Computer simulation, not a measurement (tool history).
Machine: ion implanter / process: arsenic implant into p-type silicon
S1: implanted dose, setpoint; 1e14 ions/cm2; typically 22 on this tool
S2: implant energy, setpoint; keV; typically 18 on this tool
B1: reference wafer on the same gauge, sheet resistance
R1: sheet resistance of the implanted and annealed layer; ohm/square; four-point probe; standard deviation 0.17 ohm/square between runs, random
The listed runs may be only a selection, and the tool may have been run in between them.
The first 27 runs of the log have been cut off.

run 28 hour=328.9 | S1=22 S2=18 | B1=91.83 | R1=109.74
run 29 hour=338.4 | S1=22 S2=23.5 | B1=91.82 | R1=99.01
run 30 hour=350.1 | S1=22 S2=18 | B1=91.75 | R1=109.96
run 31 hour=362.5 | S1=16.28 S2=20 | B1=91.7 | R1=111.68
run 32 hour=373.2 | S1=22 S2=18 | B1=91.66 | R1=109.66
run 33 hour=406.9 | S1=24.89 S2=18 | B1=91.62 | R1=107.48
run 34 hour=424.2 | S1=28.1 S2=20 | B1=91.59 | R1=101.98
run 35 hour=434.8 | S1=22 S2=21 | B1=91.55 | R1=103.27
run 36 hour=441.2 | S1=19.78 S2=16 | B1=91.52 | R1=115.16
run 37 hour=447.2 | S1=20.18 S2=20 | B1=91.53 | R1=106.65
run 38 hour=462 | S1=28.39 S2=18 | B1=91.54 | R1=105.87

Branching from run 38: 3 alternative next runs. What would each branch give?
run A hour=462.4 | S1=22 S2=15 | B1=? | R1=?
run B hour=462.4 | S1=25.84 S2=15 | B1=? | R1=?
run C hour=462.4 | S1=20.08 S2=13.5 | B1=? | R1=?

run=A B1=91.48 R1=115.82
run=B B1=91.48 R1=113.5
run=C B1=91.48 R1=120.81
Take away the tool's hidden state, keep each run's random variation, and the runs would have read:
run=A R1=117.71
run=B R1=115.35
run=C R1=122.77
